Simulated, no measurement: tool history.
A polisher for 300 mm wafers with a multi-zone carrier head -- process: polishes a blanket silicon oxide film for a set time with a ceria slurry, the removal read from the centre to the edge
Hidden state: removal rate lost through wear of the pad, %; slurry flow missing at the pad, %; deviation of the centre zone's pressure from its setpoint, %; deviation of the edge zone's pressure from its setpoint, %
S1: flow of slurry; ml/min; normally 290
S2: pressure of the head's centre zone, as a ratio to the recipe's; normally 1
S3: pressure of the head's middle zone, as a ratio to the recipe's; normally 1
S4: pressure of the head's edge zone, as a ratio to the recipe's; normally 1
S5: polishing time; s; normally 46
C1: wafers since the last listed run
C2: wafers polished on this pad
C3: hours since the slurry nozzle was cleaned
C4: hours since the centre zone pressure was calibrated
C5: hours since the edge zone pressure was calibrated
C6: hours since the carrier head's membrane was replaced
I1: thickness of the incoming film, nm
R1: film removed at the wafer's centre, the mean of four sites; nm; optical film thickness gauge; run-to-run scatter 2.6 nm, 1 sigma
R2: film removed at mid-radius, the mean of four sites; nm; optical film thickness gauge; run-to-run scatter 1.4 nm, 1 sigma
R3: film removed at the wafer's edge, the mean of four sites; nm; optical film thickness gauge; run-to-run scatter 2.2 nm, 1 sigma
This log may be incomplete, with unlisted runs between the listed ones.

run,day,S1,S2,S3,S4,S5,C1,C2,C3,C4,C5,C6,I1,R1,R2,R3
1,0,290,1,1,1,46,0,90,696.2,598.5,350.5,608.8,1418.4,198,220.7,220.5
2,0.496,290,1,1,1,46,148,238,708.1,610.4,362.4,620.7,1387.5,198.9,222.9,223.5
3,0.95,290,1,1,1,46,135,373,719,621.3,373.3,631.6,1397.9,199.9,223.3,225.5
4,1.542,290,1,1.05,0.93,46,176,550,733.2,635.5,387.5,645.8,1394.6,200.2,231.8,215.5
5,2.029,290,1,1.05,0.93,46,145,696,744.9,647.2,399.2,657.5,1437.9,201,233.4,215.2
6,2.671,255,0.96,1,1,46,191,888,760.3,662.6,414.6,672.9,1438.3,189.1,221,220.5
# day 2.971: worn pad replaced by a new one
7,2.992,255,0.96,1,1,46,46,6,768,670.3,422.3,680.6,1402.8,192.2,219.1,219.7
# day 3.192: centre zone pressure recalibrated
8,3.496,330,1,1,1,46,125,132,780.1,7.3,434.4,692.7,1408.5,222.5,225.1,226.6
# day 3.675: slurry nozzle cleaned
9,3.746,290,1,0.97,0.92,46,62,194,1.7,13.3,440.4,698.7,1409.9,229.2,217.1,213.6
10,4.188,215,1,1,1,46,131,326,12.3,23.9,451,709.3,1397.9,217.9,218.6,219.7
11,4.558,290,1,1,0.9,46,110,437,21.2,32.8,459.9,718.2,1398.4,227.9,221.5,213.7
12,4.896,290,1.04,1,0.93,46,100,537,29.3,40.9,468,726.3,1400,232.1,221.9,215.2
13,5.5,290,1,1,1,46,180,718,43.8,55.4,482.5,740.8,1397,220.8,223.6,218.9
14,5.879,290,1,1,1,46,113,831,52.9,64.5,491.6,749.9,1394.7,219.1,221.8,221.9
# day 6.171: worn pad replaced by a new one
# day 6.321: edge zone pressure recalibrated
15,6.388,290,1.08,0.93,0.89,37,77,40,65.1,76.7,1.6,762.1,1416.3,190,168.9,167.5
16,6.862,290,1,0.97,0.92,46,141,182,76.5,88.1,13,773.5,1407.6,221.3,216.2,213.5
# day 7.212: carrier head's membrane replaced by a new one
17,7.233,390,1,1,1.1,46,48,230,85.4,97,21.9,0.5,1433,219.6,228.8,240.3
18,7.892,340,1,1.05,1,46,196,427,101.2,112.8,37.7,16.3,1385.5,217.4,236.8,225.7
19,8.429,290,1,1,1,46,160,587,114.1,125.7,50.6,29.2,1398.6,214.8,221,225.4
# day 9.288: worn pad replaced by a new one
20,9.308,375,1,1,1,34,212,6,135.2,146.8,71.7,50.3,1405.7,160.3,168,168.6
21,9.554,290,1,1,1,46,73,79,141.1,152.7,77.6,56.2,1421.3,212,222.5,223.5
22,9.917,220,1.06,0.94,0.95,46,108,188,149.8,161.4,86.3,64.9,1419.3,220.9,206,214.4
23,10.496,290,1,1,1,46,173,361,163.7,175.3,100.2,78.8,1412.3,213.7,222.7,224.7

How would selected steps in R1 from run to run divide? Give the signed amount a tool lacking its hidden state would still show from settings, what came in and random variation, and the signed amount left for the hidden state, including any gauge scatter that is not in both of the compared results.
Run 7 -> 8: S1 255 -> 330, S2 0.96 -> 1, centre zone pressure recalibrated. R1 +30.3 nm: hidden state +26.5, all else +3.8.
Run 19 -> 20: S1 290 -> 375, S5 46 -> 34, worn pad replaced by a new one. R1 -54.5 nm: hidden state +2.2, all else -56.7.
Run 20 -> 21: S1 375 -> 290, S5 34 -> 46. R1 +51.7 nm: hidden state -3.9, all else +55.6.

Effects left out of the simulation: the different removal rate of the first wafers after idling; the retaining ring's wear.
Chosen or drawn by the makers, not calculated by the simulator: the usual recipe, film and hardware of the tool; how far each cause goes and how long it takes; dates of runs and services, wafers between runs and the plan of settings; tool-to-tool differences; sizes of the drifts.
